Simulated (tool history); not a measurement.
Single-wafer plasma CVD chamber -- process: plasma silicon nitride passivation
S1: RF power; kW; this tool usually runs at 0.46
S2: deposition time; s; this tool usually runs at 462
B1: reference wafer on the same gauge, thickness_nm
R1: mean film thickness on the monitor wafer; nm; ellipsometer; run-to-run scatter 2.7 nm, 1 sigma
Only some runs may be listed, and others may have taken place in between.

| run | day | S1 | S2 | B1 | R1 |
|---|---|---|---|---|---|
| 1 | 0 | 0.495 | 462 | 700.975 | 631.621 |
|  | 0.312 | gauge calibrated |
| 2 | 1.462 | 0.495 | 462 | 699.801 | 630.502 |
| 3 | 3.492 | 0.46 | 462 | 703.167 | 618.289 |
| 4 | 5.967 | 0.46 | 462 | 700.54 | 617.481 |
| 5 | 8.817 | 0.46 | 462 | 700.609 | 612.698 |
| 6 | 12.492 | 0.46 | 462 | 701.419 | 606.723 |
|  | 14.538 | RF generator calibrated |
| 7 | 14.775 | 0.46 | 462 | 700.375 | 618.869 |
| 8 | 17.725 | 0.46 | 462 | 700.301 | 621.18 |
| 9 | 19.842 | 0.46 | 462 | 700.668 | 616.627 |
| 10 | 22.792 | 0.51 | 422 | 702.619 | 588.426 |
| 11 | 25.342 | 0.51 | 422 | 701.864 | 582.466 |
| 12 | 26.562 | 0.42 | 462 | 702.897 | 599.311 |
| 13 | 28.108 | 0.42 | 462 | 700.712 | 593.124 |
| 14 | 29.333 | 0.42 | 462 | 700.849 | 597.376 |
| 15 | 30.996 | 0.395 | 440 | 701.198 | 552.665 |
| 16 | 33.7 | 0.395 | 440 | 699.304 | 555.62 |
| 17 | 36.021 | 0.395 | 440 | 701.881 | 553.897 |
| 18 | 38.2 | 0.46 | 462 | 699.037 | 620.871 |
| 19 | 40.588 | 0.46 | 426 | 700.297 | 567.403 |
|  | 42.371 | showerhead replaced |
| 20 | 43.079 | 0.46 | 426 | 702.542 | 568.418 |
| 21 | 44.625 | 0.46 | 412 | 700.526 | 545.603 |
| 22 | 46.3 | 0.395 | 440 | 700.187 | 552.214 |
| 23 | 48.55 | 0.485 | 544 | 699.966 | 737.336 |
| 24 | 49.746 | 0.46 | 462 | 700.501 | 612.694 |
| 25 | 51.871 | 0.46 | 518 | 701.921 | 680.912 |
| 26 | 53.942 | 0.46 | 433 | 701.599 | 571.647 |
| 27 | 55.854 | 0.5 | 515 | 699.856 | 697.567 |
| 28 | 58.779 | 0.46 | 462 | 701.165 | 605.015 |
| 29 | 59.942 | 0.46 | 462 | 698.833 | 610.263 |
| 30 | 62.529 | 0.46 | 433 | 702.8 | 568.1 |
|  | 62.875 | RF generator calibrated |
| 31 | 65.525 | 0.435 | 435 | 701.828 | 576.252 |
| 32 | 70.183 | 0.46 | 462 | 700.384 | 619.246 |
|  | 71.021 | gauge calibrated |
| 33 | 72.275 | 0.39 | 462 | 700.122 | 583.976 |
| 34 | 74.175 | 0.54 | 515 | 699.461 | 735.464 |
| 35 | 76.296 | 0.46 | 462 | 701.019 | 618.407 |
| 36 | 78.858 | 0.46 | 371 | 702.443 | 499.693 |
| 37 | 81.217 | 0.46 | 425 | 700.598 | 567.105 |
| 38 | 83.692 | 0.55 | 394 | 701.43 | 564.753 |
| 39 | 85.117 | 0.46 | 462 | 701.579 | 617.983 |
| 40 | 86.758 | 0.51 | 375 | 702.488 | 519.965 |
| 41 | 88.467 | 0.46 | 462 | 701.467 | 614.269 |
| 42 | 90.925 | 0.5 | 462 | 701.265 | 635.416 |

Run-by-run hidden state of the tool:
gauge reads high (%): 0 on each run
H1: delivered RF power above the setpoint (%)
| run | H1 |
|---|---|
| 1 | -3.28 |
| 2 | -3.56 |
| 3 | -3.97 |
| 4 | -4.5 |
| 5 | -5.15 |
| 6 | -6.05 |
| 7 | -1.45 |
| 8 | -1.48 |
| 9 | -1.53 |
| 10 | -1.64 |
| 11 | -1.77 |
| 12 | -1.84 |
| 13 | -1.95 |
| 14 | -2.05 |
| 15 | -2.19 |
| 16 | -2.45 |
| 17 | -2.71 |
| 18 | -2.98 |
| 19 | -3.3 |
| 20 | -3.67 |
| 21 | -3.92 |
| 22 | -4.21 |
| 23 | -4.61 |
| 24 | -4.84 |
| 25 | -5.26 |
| 26 | -5.69 |
| 27 | -6.11 |
| 28 | -6.8 |
| 29 | -7.08 |
| 30 | -7.74 |
| 31 | -0.77 |
| 32 | -0.896 |
| 33 | -0.992 |
| 34 | -1.1 |
| 35 | -1.24 |
| 36 | -1.45 |
| 37 | -1.67 |
| 38 | -1.93 |
| 39 | -2.1 |
| 40 | -2.31 |
| 41 | -2.54 |
| 42 | -2.9 |

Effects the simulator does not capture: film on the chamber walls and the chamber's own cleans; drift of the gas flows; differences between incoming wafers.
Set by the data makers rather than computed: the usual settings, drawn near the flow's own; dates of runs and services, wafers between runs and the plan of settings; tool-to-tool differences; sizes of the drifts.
